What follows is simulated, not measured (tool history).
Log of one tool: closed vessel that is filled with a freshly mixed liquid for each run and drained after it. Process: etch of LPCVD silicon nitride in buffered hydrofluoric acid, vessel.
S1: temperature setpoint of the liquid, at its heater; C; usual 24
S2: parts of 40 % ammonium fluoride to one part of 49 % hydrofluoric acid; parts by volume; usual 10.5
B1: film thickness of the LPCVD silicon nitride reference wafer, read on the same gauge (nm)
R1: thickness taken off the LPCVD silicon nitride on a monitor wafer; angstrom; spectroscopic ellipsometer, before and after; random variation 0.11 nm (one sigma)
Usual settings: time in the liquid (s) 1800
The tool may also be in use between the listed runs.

run 1 day=0 | S1=24 S2=9.5 time_in_the_liquid_(s)=1800 | B1=59.99 | R1=230.9
run 2 day=3.488 | S1=24 S2=9.5 time_in_the_liquid_(s)=1800 | B1=59.97 | R1=229.5
run 3 day=7.733 | S1=24 S2=10.5 time_in_the_liquid_(s)=1800 | B1=60.05 | R1=211
run 4 day=11.696 | S1=24 S2=10.5 time_in_the_liquid_(s)=2360 | B1=59.96 | R1=277.6
run 5 day=14.504 | S1=25.5 S2=10.5 time_in_the_liquid_(s)=2470 | B1=60.02 | R1=312.1
run 6 day=16.029 | S1=25.5 S2=9.5 time_in_the_liquid_(s)=1800 | B1=59.97 | R1=245.3
run 7 day=19.683 | S1=25.5 S2=9.5 time_in_the_liquid_(s)=1800 | B1=60.02 | R1=244.6
run 8 day=24.45 | S1=24 S2=13 time_in_the_liquid_(s)=2550 | B1=60.01 | R1=239.9
-- day=25.196 hydrofluoric acid flow meter replaced
run 9 day=27.429 | S1=24 S2=9 time_in_the_liquid_(s)=1800 | B1=60.01 | R1=232.2
run 10 day=29.738 | S1=24 S2=9 time_in_the_liquid_(s)=1800 | B1=60 | R1=231.5
run 11 day=31.354 | S1=24 S2=10.5 time_in_the_liquid_(s)=1800 | B1=60.01 | R1=210.1
run 12 day=34.833 | S1=24 S2=10.5 time_in_the_liquid_(s)=1800 | B1=60.02 | R1=208.3
run 13 day=36.929 | S1=24 S2=10.5 time_in_the_liquid_(s)=1800 | B1=60.01 | R1=205.6
run 14 day=39.712 | S1=28.5 S2=10.5 time_in_the_liquid_(s)=2450 | B1=59.99 | R1=357.5
run 15 day=43.654 | S1=20 S2=12.5 time_in_the_liquid_(s)=1800 | B1=59.98 | R1=139.1
run 16 day=50.333 | S1=24 S2=10.5 time_in_the_liquid_(s)=1800 | B1=59.99 | R1=204.1
run 17 day=52.379 | S1=28.5 S2=10.5 time_in_the_liquid_(s)=2450 | B1=59.96 | R1=354.2
-- day=52.458 thermometer replaced
run 18 day=54.779 | S1=24 S2=10.5 time_in_the_liquid_(s)=1800 | B1=59.96 | R1=228.8
run 19 day=57.146 | S1=24 S2=9 time_in_the_liquid_(s)=1800 | B1=60.02 | R1=252.1
-- day=58.629 gauge calibrated
run 20 day=59.762 | S1=24 S2=10.5 time_in_the_liquid_(s)=905 | B1=59.97 | R1=113.9
-- day=61.567 hydrofluoric acid flow meter replaced
run 21 day=63.5 | S1=28.5 S2=11.5 time_in_the_liquid_(s)=1460 | B1=60.02 | R1=211.2
run 22 day=66.412 | S1=20 S2=7.5 time_in_the_liquid_(s)=975 | B1=59.98 | R1=132.3
run 23 day=69.296 | S1=24 S2=8.5 time_in_the_liquid_(s)=2480 | B1=60.01 | R1=369.4
run 24 day=72.062 | S1=24 S2=10.5 time_in_the_liquid_(s)=1800 | B1=59.99 | R1=224.7
run 25 day=74.804 | S1=20.5 S2=8 time_in_the_liquid_(s)=1295 | B1=60.01 | R1=168.6
run 26 day=76.917 | S1=20.5 S2=9 time_in_the_liquid_(s)=1800 | B1=59.97 | R1=204.9
run 27 day=78.438 | S1=24 S2=10.5 time_in_the_liquid_(s)=1800 | B1=60 | R1=223.9

5 ways to go on from here, each from the tool as it stands after run 27. What would each give?
run A day=78.488 | S1=28 S2=10.5 time_in_the_liquid_(s)=1800 | B1=? | R1=?
run B day=78.488 | S1=22.5 S2=11.5 time_in_the_liquid_(s)=2240 | B1=? | R1=?
run C day=78.488 | S1=21 S2=10.5 time_in_the_liquid_(s)=1800 | B1=? | R1=?
run D day=78.488 | S1=24 S2=10.5 time_in_the_liquid_(s)=2730 | B1=? | R1=?
run E day=78.488 | S1=24 S2=8.5 time_in_the_liquid_(s)=2710 | B1=? | R1=?

run=A B1=59.98 R1=277.9
run=B B1=59.98 R1=234.9
run=C B1=59.98 R1=189.8
run=D B1=59.98 R1=339.7
run=E B1=59.98 R1=402
Without the tool's hidden state the same runs would have given:
run=A R1=283.6
run=B R1=239.8
run=C R1=193.8
run=D R1=346.8
run=E R1=410.4
